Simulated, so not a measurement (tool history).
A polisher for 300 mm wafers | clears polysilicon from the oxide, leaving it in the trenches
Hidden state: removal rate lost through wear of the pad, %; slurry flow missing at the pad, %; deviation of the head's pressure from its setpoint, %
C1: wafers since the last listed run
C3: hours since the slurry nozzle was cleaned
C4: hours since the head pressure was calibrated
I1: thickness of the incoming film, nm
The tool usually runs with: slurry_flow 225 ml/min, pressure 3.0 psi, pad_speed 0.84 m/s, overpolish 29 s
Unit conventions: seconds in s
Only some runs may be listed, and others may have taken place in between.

{"run": 1, "hour": 0.0, "slurry_flow": 225, "pressure": 3.0, "pad_speed": 0.74, "overpolish": 29, "C1": 0, "wafers polished on this pad": 188, "C3": 144.4, "C4": 496.5, "I1": 745.5, "seconds": 53.4}
{"run": 2, "hour": 13.9, "slurry_flow": 225, "pressure": 3.0, "pad_speed": 0.74, "overpolish": 29, "C1": 129, "wafers polished on this pad": 318, "C3": 158.3, "C4": 510.4, "I1": 740.2, "seconds": 55.3}
{"run": 3, "hour": 20.6, "slurry_flow": 225, "pressure": 3.0, "pad_speed": 0.84, "overpolish": 29, "C1": 62, "wafers polished on this pad": 380, "C3": 165.0, "C4": 517.1, "I1": 738.9, "seconds": 50.1}
{"run": 4, "hour": 36.1, "slurry_flow": 225, "pressure": 3.0, "pad_speed": 0.66, "overpolish": 16, "C1": 144, "wafers polished on this pad": 525, "C3": 180.5, "C4": 532.6, "I1": 741.6, "seconds": 58.4}
{"run": 5, "hour": 49.7, "slurry_flow": 225, "pressure": 3.0, "pad_speed": 0.66, "overpolish": 16, "C1": 127, "wafers polished on this pad": 652, "C3": 194.1, "C4": 546.2, "I1": 755.4, "seconds": 57.9}
{"run": 6, "hour": 57.8, "slurry_flow": 225, "pressure": 3.0, "pad_speed": 0.66, "overpolish": 16, "C1": 75, "wafers polished on this pad": 728, "C3": 202.2, "C4": 554.3, "I1": 731.2, "seconds": 58.7}
{"run": 7, "hour": 71.0, "slurry_flow": 225, "pressure": 3.0, "pad_speed": 0.84, "overpolish": 29, "C1": 123, "wafers polished on this pad": 851, "C3": 215.4, "C4": 567.5, "I1": 747.7, "seconds": 52.1}
{"run": 8, "hour": 79.8, "slurry_flow": 225, "pressure": 3.0, "pad_speed": 0.84, "overpolish": 29, "C1": 82, "wafers polished on this pad": 933, "C3": 224.2, "C4": 576.3, "I1": 724.3, "seconds": 50.3}
{"run": 9, "hour": 91.8, "slurry_flow": 225, "pressure": 3.0, "pad_speed": 0.84, "overpolish": 29, "C1": 112, "wafers polished on this pad": 1045, "C3": 236.2, "C4": 588.3, "I1": 728.5, "seconds": 51.0}
{"hour": 103.4, "done": "worn pad replaced by a new one"}
{"run": 10, "hour": 103.9, "slurry_flow": 260, "pressure": 3.0, "pad_speed": 0.84, "overpolish": 29, "C1": 75, "wafers polished on this pad": 4, "C3": 248.3, "C4": 600.4, "I1": 743.0, "seconds": 51.0}
{"run": 11, "hour": 109.5, "slurry_flow": 260, "pressure": 3.0, "pad_speed": 0.84, "overpolish": 29, "C1": 52, "wafers polished on this pad": 56, "C3": 253.9, "C4": 606.0, "I1": 746.5, "seconds": 52.0}
{"hour": 111.5, "done": "slurry nozzle cleaned"}
{"hour": 116.7, "done": "head pressure recalibrated"}
{"run": 12, "hour": 117.9, "slurry_flow": 260, "pressure": 3.0, "pad_speed": 0.84, "overpolish": 29, "C1": 50, "wafers polished on this pad": 107, "C3": 6.4, "C4": 1.2, "I1": 744.9, "seconds": 47.5}
{"run": 13, "hour": 129.5, "slurry_flow": 200, "pressure": 3.0, "pad_speed": 0.84, "overpolish": 29, "C1": 108, "wafers polished on this pad": 215, "C3": 18.0, "C4": 12.8, "I1": 745.2, "seconds": 49.8}
{"run": 14, "hour": 163.8, "slurry_flow": 200, "pressure": 3.0, "pad_speed": 0.84, "overpolish": 29, "C1": 320, "wafers polished on this pad": 535, "C3": 52.3, "C4": 47.1, "I1": 748.4, "seconds": 49.9}
{"run": 15, "hour": 173.8, "slurry_flow": 275, "pressure": 3.0, "pad_speed": 0.84, "overpolish": 29, "C1": 93, "wafers polished on this pad": 629, "C3": 62.3, "C4": 57.1, "I1": 735.8, "seconds": 47.9}
{"run": 16, "hour": 186.8, "slurry_flow": 225, "pressure": 3.0, "pad_speed": 0.84, "overpolish": 29, "C1": 121, "wafers polished on this pad": 750, "C3": 75.3, "C4": 70.1, "I1": 748.8, "seconds": 49.2}
{"run": 17, "hour": 199.8, "slurry_flow": 225, "pressure": 3.0, "pad_speed": 1.14, "overpolish": 29, "C1": 121, "wafers polished on this pad": 872, "C3": 88.3, "C4": 83.1, "I1": 750.8, "seconds": 40.5}
{"run": 18, "hour": 208.2, "slurry_flow": 225, "pressure": 3.0, "pad_speed": 0.84, "overpolish": 29, "C1": 78, "wafers polished on this pad": 950, "C3": 96.7, "C4": 91.5, "I1": 740.6, "seconds": 48.1}
{"hour": 213.0, "done": "worn pad replaced by a new one"}
{"run": 19, "hour": 216.4, "slurry_flow": 175, "pressure": 3.0, "pad_speed": 0.84, "overpolish": 29, "C1": 39, "wafers polished on this pad": 31, "C3": 104.9, "C4": 99.7, "I1": 755.1, "seconds": 51.2}
{"run": 20, "hour": 228.1, "slurry_flow": 225, "pressure": 3.0, "pad_speed": 0.84, "overpolish": 40, "C1": 109, "wafers polished on this pad": 140, "C3": 116.6, "C4": 111.4, "I1": 735.5, "seconds": 48.7}
{"run": 21, "hour": 242.5, "slurry_flow": 225, "pressure": 3.0, "pad_speed": 0.84, "overpolish": 29, "C1": 134, "wafers polished on this pad": 275, "C3": 131.0, "C4": 125.8, "I1": 732.4, "seconds": 49.2}
{"run": 22, "hour": 252.9, "slurry_flow": 225, "pressure": 3.0, "pad_speed": 0.84, "overpolish": 29, "C1": 97, "wafers polished on this pad": 372, "C3": 141.4, "C4": 136.2, "I1": 742.2, "seconds": 49.4}
{"run": 23, "hour": 260.3, "slurry_flow": 225, "pressure": 3.0, "pad_speed": 1.12, "overpolish": 29, "C1": 69, "wafers polished on this pad": 441, "C3": 148.8, "C4": 143.6, "I1": 725.8, "seconds": 40.4}
{"run": 24, "hour": 276.0, "slurry_flow": 225, "pressure": 3.5, "pad_speed": 0.62, "overpolish": 38, "C1": 146, "wafers polished on this pad": 588, "C3": 164.5, "C4": 159.3, "I1": 742.4, "seconds": 49.9}
{"run": 25, "hour": 291.3, "slurry_flow": 180, "pressure": 2.6, "pad_speed": 0.74, "overpolish": 17, "C1": 142, "wafers polished on this pad": 730, "C3": 179.8, "C4": 174.6, "I1": 729.7, "seconds": 62.8}
{"run": 26, "hour": 298.5, "slurry_flow": 225, "pressure": 3.0, "pad_speed": 0.84, "overpolish": 29, "C1": 67, "wafers polished on this pad": 798, "C3": 187.0, "C4": 181.8, "I1": 752.1, "seconds": 51.8}
{"run": 27, "hour": 310.8, "slurry_flow": 225, "pressure": 3.0, "pad_speed": 0.96, "overpolish": 35, "C1": 114, "wafers polished on this pad": 913, "C3": 199.3, "C4": 194.1, "I1": 754.7, "seconds": 47.6}
{"run": 28, "hour": 318.1, "slurry_flow": 225, "pressure": 3.0, "pad_speed": 0.72, "overpolish": 23, "C1": 68, "wafers polished on this pad": 981, "C3": 206.6, "C4": 201.4, "I1": 743.8, "seconds": 55.9}

What if the next run were any one of these 4? Each begins from the tool's condition after run 28:
{"run": "A", "hour": 318.6, "slurry_flow": 225, "pressure": 3.0, "pad_speed": 0.98, "overpolish": 29, "C1": 4, "wafers polished on this pad": 985, "C3": 207.1, "C4": 201.9, "I1": 738.9, "seconds": "?"}
{"run": "B", "hour": 318.6, "slurry_flow": 225, "pressure": 3.0, "pad_speed": 0.84, "overpolish": 13, "C1": 4, "wafers polished on this pad": 985, "C3": 207.1, "C4": 201.9, "I1": 738.9, "seconds": "?"}
{"run": "C", "hour": 318.6, "slurry_flow": 225, "pressure": 3.0, "pad_speed": 0.84, "overpolish": 21, "C1": 4, "wafers polished on this pad": 985, "C3": 207.1, "C4": 201.9, "I1": 738.9, "seconds": "?"}
{"run": "D", "hour": 318.6, "slurry_flow": 290, "pressure": 3.0, "pad_speed": 0.64, "overpolish": 13, "C1": 4, "wafers polished on this pad": 985, "C3": 207.1, "C4": 201.9, "I1": 738.9, "seconds": "?"}

run=A seconds=45.6
run=B seconds=50.1
run=C seconds=50.1
run=D seconds=56.6
Take away the tool's hidden state, keep each run's random variation, and the runs would have read:
run=A seconds=44.0
run=B seconds=48.4
run=C seconds=48.4
run=D seconds=55.1

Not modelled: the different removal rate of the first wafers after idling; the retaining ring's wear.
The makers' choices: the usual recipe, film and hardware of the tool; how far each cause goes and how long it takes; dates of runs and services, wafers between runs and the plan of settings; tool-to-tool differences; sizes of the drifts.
